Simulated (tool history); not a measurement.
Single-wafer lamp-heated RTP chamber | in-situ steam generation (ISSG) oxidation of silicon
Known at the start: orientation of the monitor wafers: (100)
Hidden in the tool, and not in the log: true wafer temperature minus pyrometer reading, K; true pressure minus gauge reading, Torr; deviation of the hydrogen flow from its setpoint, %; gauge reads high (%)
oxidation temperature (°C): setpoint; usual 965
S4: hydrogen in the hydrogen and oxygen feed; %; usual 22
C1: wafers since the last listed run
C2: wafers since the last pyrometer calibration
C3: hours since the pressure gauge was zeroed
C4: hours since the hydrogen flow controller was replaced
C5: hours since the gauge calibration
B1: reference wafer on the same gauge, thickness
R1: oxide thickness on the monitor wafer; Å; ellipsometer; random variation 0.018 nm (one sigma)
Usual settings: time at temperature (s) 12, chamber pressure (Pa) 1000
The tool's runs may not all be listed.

Run 1, day 0: usual settings; C1 0; C2 3998; C3 2768.8; C4 880.3; C5 0.7; B1 3.8. Result: R1 38.14 Å.
Run 2, day 3.779: usual settings; C1 1018; C2 5016; C3 2859.5; C4 971; C5 91.4; B1 3.808. Result: R1 37.95 Å.
Run 3, day 6.317: usual settings; C1 683; C2 5700; C3 2920.4; C4 1031.9; C5 152.3; B1 3.8. Result: R1 38.53 Å.
Run 4, day 8.225: usual settings; C1 514; C2 6214; C3 2966.2; C4 1077.7; C5 198.1; B1 3.8. Result: R1 38.63 Å.
At day 11.846: pyrometer window cleaned and pyrometer calibrated.
Run 5, day 12.142: usual settings; C1 965; C2 79; C3 3060.2; C4 1171.7; C5 292.1; B1 3.804. Result: R1 37.77 Å.
Run 6, day 15.046: usual settings; C1 782; C2 862; C3 3129.9; C4 1241.4; C5 361.8; B1 3.804. Result: R1 37.95 Å.
Run 7, day 18.692: usual settings but oxidation temperature (°C) 978; C1 982; C2 1844; C3 3217.4; C4 1328.9; C5 449.3; B1 3.797. Result: R1 39.51 Å.
Run 8, day 22.617: usual settings but oxidation temperature (°C) 978; C1 1057; C2 2901; C3 3311.6; C4 1423.1; C5 543.5; B1 3.8. Result: R1 39.42 Å.
Run 9, day 27.079: usual settings; C1 1202; C2 4103; C3 3418.7; C4 1530.2; C5 650.6; B1 3.797. Result: R1 38.18 Å.
Run 10, day 29.775: usual settings; C1 726; C2 4829; C3 3483.4; C4 1594.9; C5 715.3; B1 3.797. Result: R1 38.34 Å.
Run 11, day 33.421: usual settings; C1 982; C2 5812; C3 3570.9; C4 1682.4; C5 802.8; B1 3.802. Result: R1 38.95 Å.
At day 36.262: pressure gauge zeroed.
Run 12, day 37.304: usual settings; C1 956; C2 6768; C3 25; C4 1775.6; C5 896; B1 3.795. Result: R1 39.03 Å.
At day 39.308: pyrometer window cleaned and pyrometer calibrated.
Run 13, day 40.062: usual settings but oxidation temperature (°C) 972; C1 653; C2 203; C3 91.2; C4 1841.8; C5 962.2; B1 3.804. Result: R1 38.29 Å.
Run 14, day 43.179: usual settings but oxidation temperature (°C) 972; C1 839; C2 1042; C3 166; C4 1916.6; C5 1037; B1 3.801. Result: R1 38.55 Å.
Run 15, day 47.15: usual settings; C1 1069; C2 2112; C3 261.3; C4 2011.9; C5 1132.3; B1 3.792. Result: R1 37.94 Å.
Run 16, day 49.558: usual settings but time at temperature (s) 10, S4 30 %; C1 648; C2 2761; C3 319.1; C4 2069.7; C5 1190.1; B1 3.807. Result: R1 38.9 Å.
Run 17, day 52.9: usual settings but oxidation temperature (°C) 984, time at temperature (s) 11, chamber pressure (Pa) 920, S4 30 %; C1 900; C2 3661; C3 399.3; C4 2149.9; C5 1270.3; B1 3.789. Result: R1 42.02 Å.
Run 18, day 56.112: usual settings; C1 865; C2 4526; C3 476.4; C4 2227; C5 1347.4; B1 3.812. Result: R1 38.25 Å.
Run 19, day 58.379: usual settings but oxidation temperature (°C) 984; C1 610; C2 5137; C3 530.8; C4 2281.4; C5 1401.8; B1 3.801. Result: R1 40.85 Å.

Forecast run 20:
Run 20, day 61.867: usual settings but oxidation temperature (°C) 975, chamber pressure (Pa) 920; C1 939; C2 6076; C3 614.5; C4 2365.1; C5 1485.5; B1 ?. Result: R1 ?.

B1: 3.797
R1: 39.9 Å
Without the tool's hidden state the same run would have given R1 38.78 Å.
